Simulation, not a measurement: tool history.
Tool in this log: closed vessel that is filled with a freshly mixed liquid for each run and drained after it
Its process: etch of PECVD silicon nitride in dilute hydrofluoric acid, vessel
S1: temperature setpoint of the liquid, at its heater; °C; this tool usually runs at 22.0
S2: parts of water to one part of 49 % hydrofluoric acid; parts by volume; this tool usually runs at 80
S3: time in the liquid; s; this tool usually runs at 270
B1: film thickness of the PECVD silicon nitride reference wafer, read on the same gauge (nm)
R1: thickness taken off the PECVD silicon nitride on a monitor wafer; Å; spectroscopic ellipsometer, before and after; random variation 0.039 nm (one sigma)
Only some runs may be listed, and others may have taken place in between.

{"run": 1, "hour": 0.0, "S1": 22.0, "S2": 95, "S3": 270, "B1": 140.03, "R1": 36.9}
{"run": 2, "hour": 13.9, "S1": 22.0, "S2": 95, "S3": 270, "B1": 140.01, "R1": 37.3}
{"run": 3, "hour": 38.7, "S1": 22.0, "S2": 55, "S3": 270, "B1": 139.95, "R1": 63.9}
{"hour": 41.7, "done": "gauge calibrated"}
{"run": 4, "hour": 63.6, "S1": 22.0, "S2": 55, "S3": 270, "B1": 140.0, "R1": 63.5}
{"run": 5, "hour": 85.7, "S1": 22.0, "S2": 80, "S3": 165, "B1": 140.03, "R1": 26.7}
{"run": 6, "hour": 120.7, "S1": 20.0, "S2": 80, "S3": 270, "B1": 139.94, "R1": 37.7}
{"run": 7, "hour": 152.8, "S1": 20.0, "S2": 80, "S3": 270, "B1": 139.98, "R1": 38.3}
{"run": 8, "hour": 188.2, "S1": 20.0, "S2": 80, "S3": 270, "B1": 139.96, "R1": 37.9}
{"hour": 199.3, "done": "hydrofluoric acid flow meter replaced"}
{"run": 9, "hour": 213.9, "S1": 23.0, "S2": 80, "S3": 270, "B1": 139.98, "R1": 46.9}
{"run": 10, "hour": 241.3, "S1": 22.0, "S2": 80, "S3": 270, "B1": 139.99, "R1": 43.7}
{"run": 11, "hour": 274.3, "S1": 22.0, "S2": 80, "S3": 270, "B1": 139.99, "R1": 43.7}
{"run": 12, "hour": 291.9, "S1": 22.0, "S2": 80, "S3": 270, "B1": 140.0, "R1": 44.2}
{"run": 13, "hour": 321.4, "S1": 22.0, "S2": 80, "S3": 270, "B1": 140.0, "R1": 43.4}
{"run": 14, "hour": 337.4, "S1": 22.0, "S2": 80, "S3": 120, "B1": 140.02, "R1": 19.2}
{"run": 15, "hour": 369.6, "S1": 23.5, "S2": 110, "S3": 170, "B1": 140.02, "R1": 21.9}
{"run": 16, "hour": 401.0, "S1": 26.0, "S2": 110, "S3": 120, "B1": 140.0, "R1": 18.3}
{"run": 17, "hour": 435.6, "S1": 22.0, "S2": 80, "S3": 270, "B1": 139.99, "R1": 42.7}
{"hour": 449.0, "done": "thermometer replaced"}
{"run": 18, "hour": 449.4, "S1": 17.0, "S2": 80, "S3": 270, "B1": 139.99, "R1": 36.8}
{"run": 19, "hour": 479.0, "S1": 18.5, "S2": 115, "S3": 115, "B1": 140.01, "R1": 12.1}
{"hour": 489.2, "done": "gauge calibrated"}
{"run": 20, "hour": 506.4, "S1": 22.0, "S2": 80, "S3": 365, "B1": 140.02, "R1": 68.3}
{"run": 21, "hour": 538.7, "S1": 19.0, "S2": 60, "S3": 325, "B1": 139.98, "R1": 66.8}
{"run": 22, "hour": 555.7, "S1": 22.0, "S2": 80, "S3": 270, "B1": 139.93, "R1": 50.8}
{"run": 23, "hour": 591.1, "S1": 22.0, "S2": 80, "S3": 270, "B1": 139.97, "R1": 50.7}
{"run": 24, "hour": 626.6, "S1": 24.5, "S2": 95, "S3": 270, "B1": 139.99, "R1": 50.3}

The next listed run, before its measurement:
{"run": 25, "hour": 656.7, "S1": 26.0, "S2": 110, "S3": 120, "B1": "?", "R1": "?"}

{"run 25": {"B1": 140.0, "R1": 21.5}}
Take away the tool's hidden state, keep the run-to-run variation as it was, and the same run would have given R1 21.8 Å.

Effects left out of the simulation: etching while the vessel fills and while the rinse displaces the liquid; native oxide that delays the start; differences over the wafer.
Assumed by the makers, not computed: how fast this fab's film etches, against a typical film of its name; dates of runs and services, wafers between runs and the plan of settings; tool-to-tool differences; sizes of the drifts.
